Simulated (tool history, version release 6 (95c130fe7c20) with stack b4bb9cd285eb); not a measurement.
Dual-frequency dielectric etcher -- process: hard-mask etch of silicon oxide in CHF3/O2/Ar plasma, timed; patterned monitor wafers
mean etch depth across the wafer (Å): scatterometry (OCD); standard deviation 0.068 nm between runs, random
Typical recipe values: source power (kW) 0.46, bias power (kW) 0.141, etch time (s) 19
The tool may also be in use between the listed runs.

run,hour,source power (kW),bias power (kW),etch time (s),wafers since the last listed run,hours since the last wet clean,hours since the last source power generator calibration,hours since the last bias power generator calibration,hours since the last upper electrode change,hours since the gauge calibration,"read-back reference wafer on the same gauge, depth_nm",mean etch depth across the wafer (Å)
1,0,0.55,0.141,19,0,38.4,1424.8,3624.1,1377,1121.1,25.9,336.2
2,58.4,0.46,0.141,19,798,96.8,1483.2,3682.5,1435.4,1179.5,25.87,311.4
3,123.9,0.46,0.141,19,896,162.3,1548.7,3748,1500.9,1245,25.88,311.6
4,168.3,0.46,0.134,19,607,206.7,1593.1,3792.4,1545.3,1289.4,25.88,305.9
5,235.3,0.46,0.134,19,916,273.7,1660.1,3859.4,1612.3,1356.4,25.89,307.3
# hour 249.8: gauge calibrated
# hour 283.2: bias power generator calibrated
6,287.4,0.46,0.134,19,658,325.8,1712.2,4.2,1664.4,37.6,25.9,307
7,314.6,0.46,0.141,19,372,353,1739.4,31.4,1691.6,64.8,25.88,312.4
8,344.6,0.46,0.158,23,410,383,1769.4,61.4,1721.6,94.8,25.89,389.1
9,387.5,0.46,0.165,23,586,425.9,1812.3,104.3,1764.5,137.7,25.88,394.7
10,456.6,0.46,0.162,19,945,495,1881.4,173.4,1833.6,206.8,25.91,324.9
11,486.7,0.46,0.141,19,411,525.1,1911.5,203.5,1863.7,236.9,25.91,310.7
# hour 550.9: wet clean of the chamber
12,551.4,0.51,0.118,24.5,556,0.5,1976.2,268.2,1928.4,301.6,25.88,401.8
13,588.9,0.41,0.173,19,513,38,2013.7,305.7,1965.9,339.1,25.89,313.1
# hour 632.2: upper electrode replaced
14,632.7,0.46,0.119,23,270,81.8,2057.5,349.5,0.5,382.9,25.93,360.8
15,675,0.57,0.141,21.5,578,124.1,2099.8,391.8,42.8,425.2,25.92,385.8
# hour 683.6: source power generator calibrated
16,734.5,0.5,0.151,21,759,183.6,50.9,451.3,102.3,484.7,25.9,362.8
17,791.6,0.41,0.168,19,781,240.7,108,508.4,159.4,541.8,25.89,311
18,828,0.46,0.141,19,498,277.1,144.4,544.8,195.8,578.2,25.89,310.2
19,866.4,0.46,0.127,19,525,315.5,182.8,583.2,234.2,616.6,25.91,301.5
20,917.4,0.46,0.127,15,697,366.5,233.8,634.2,285.2,667.6,25.89,239.2
21,966.7,0.35,0.171,23.5,674,415.8,283.1,683.5,334.5,716.9,25.9,361.3
22,1035.9,0.57,0.122,24.5,946,485,352.3,752.7,403.7,786.1,25.91,422.9
23,1082.1,0.37,0.169,19,632,531.2,398.5,798.9,449.9,832.3,25.88,298.4
24,1146.2,0.4,0.12,22,876,595.3,462.6,863,514,896.4,25.88,327.3
25,1171.4,0.46,0.175,21.5,344,620.5,487.8,888.2,539.2,921.6,25.91,374.3
# hour 1195.8: wet clean of the chamber
26,1210.8,0.46,0.141,19,210,15,527.2,927.6,578.6,961,25.9,311.8
27,1247.4,0.35,0.116,19,500,51.6,563.8,964.2,615.2,997.6,25.89,263.4
28,1288.7,0.46,0.141,21.5,565,92.9,605.1,1005.5,656.5,1038.9,25.89,352.2
29,1333.6,0.5,0.108,15,614,137.8,650,1050.4,701.4,1083.8,25.91,238

Forecast each of these 5 alternatives for the next run:
A,1334,0.46,0.152,19,5,138.2,650.4,1050.8,701.8,1084.2,?,?
B,1334,0.34,0.141,16,5,138.2,650.4,1050.8,701.8,1084.2,?,?
C,1334,0.55,0.172,23,5,138.2,650.4,1050.8,701.8,1084.2,?,?
D,1334,0.46,0.154,19,5,138.2,650.4,1050.8,701.8,1084.2,?,?
E,1334,0.4,0.141,19,5,138.2,650.4,1050.8,701.8,1084.2,?,?

run,"read-back reference wafer on the same gauge, depth_nm",mean etch depth across the wafer (Å)
A,25.9,316.9
B,25.9,230.2
C,25.9,427.3
D,25.9,318
E,25.9,292.8
With no hidden state in the tool, these same runs would have given:
run,mean etch depth across the wafer (Å)
A,316.9
B,230.2
C,427.3
D,318
E,292.8

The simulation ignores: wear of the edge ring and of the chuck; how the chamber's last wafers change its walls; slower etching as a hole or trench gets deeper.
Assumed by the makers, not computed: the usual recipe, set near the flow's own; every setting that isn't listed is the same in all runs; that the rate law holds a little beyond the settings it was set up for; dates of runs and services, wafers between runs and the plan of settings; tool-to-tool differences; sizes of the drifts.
